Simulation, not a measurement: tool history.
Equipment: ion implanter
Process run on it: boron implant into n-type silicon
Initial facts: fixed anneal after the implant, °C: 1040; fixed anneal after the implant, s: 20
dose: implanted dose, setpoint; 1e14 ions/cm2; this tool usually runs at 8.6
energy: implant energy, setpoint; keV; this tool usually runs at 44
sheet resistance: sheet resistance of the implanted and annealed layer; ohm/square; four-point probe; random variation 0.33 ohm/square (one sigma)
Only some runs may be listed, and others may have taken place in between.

run,hour,dose,energy,wafers since the last listed run,hours since the last dose calibration,hours since the extraction supply was calibrated,hours since the gauge calibration,"read-back reference wafer on the same gauge, sheet resistance",sheet resistance
1,0,8.6,44,0,321.9,3433,191.4,144.2,129.85
2,17.2,8.6,44,302,339.1,3450.2,208.6,144.09,129.55
3,30.7,8.6,44,237,352.6,3463.7,222.1,143.86,129.82
4,58.4,8.6,47.5,487,380.3,3491.4,249.8,143.81,129.32
# hour 60.9: gauge calibrated
5,78.8,8.6,44,358,400.7,3511.8,17.9,144.78,130.56
6,94.2,8.6,44,270,416.1,3527.2,33.3,144.86,130.19
7,126.2,8.6,44,563,448.1,3559.2,65.3,144.77,130.58
8,148.1,8.6,44,385,470,3581.1,87.2,144.69,130.5
9,166.4,8.6,44,321,488.3,3599.4,105.5,144.53,130.23
10,199.5,8.6,44,582,521.4,3632.5,138.6,144.28,130.32
11,231.7,8.6,44,566,553.6,3664.7,170.8,144.24,129.6

Estimate the outcome of run 12 from the log above:
12,252.4,8.6,44,364,574.3,3685.4,191.5,?,?

{"run 12": {"read-back reference wafer on the same gauge, sheet resistance": 143.92, "sheet resistance": 129.81}}
The same run, on a tool lacking any hidden state, would have yielded sheet resistance 130.68 ohm/square.

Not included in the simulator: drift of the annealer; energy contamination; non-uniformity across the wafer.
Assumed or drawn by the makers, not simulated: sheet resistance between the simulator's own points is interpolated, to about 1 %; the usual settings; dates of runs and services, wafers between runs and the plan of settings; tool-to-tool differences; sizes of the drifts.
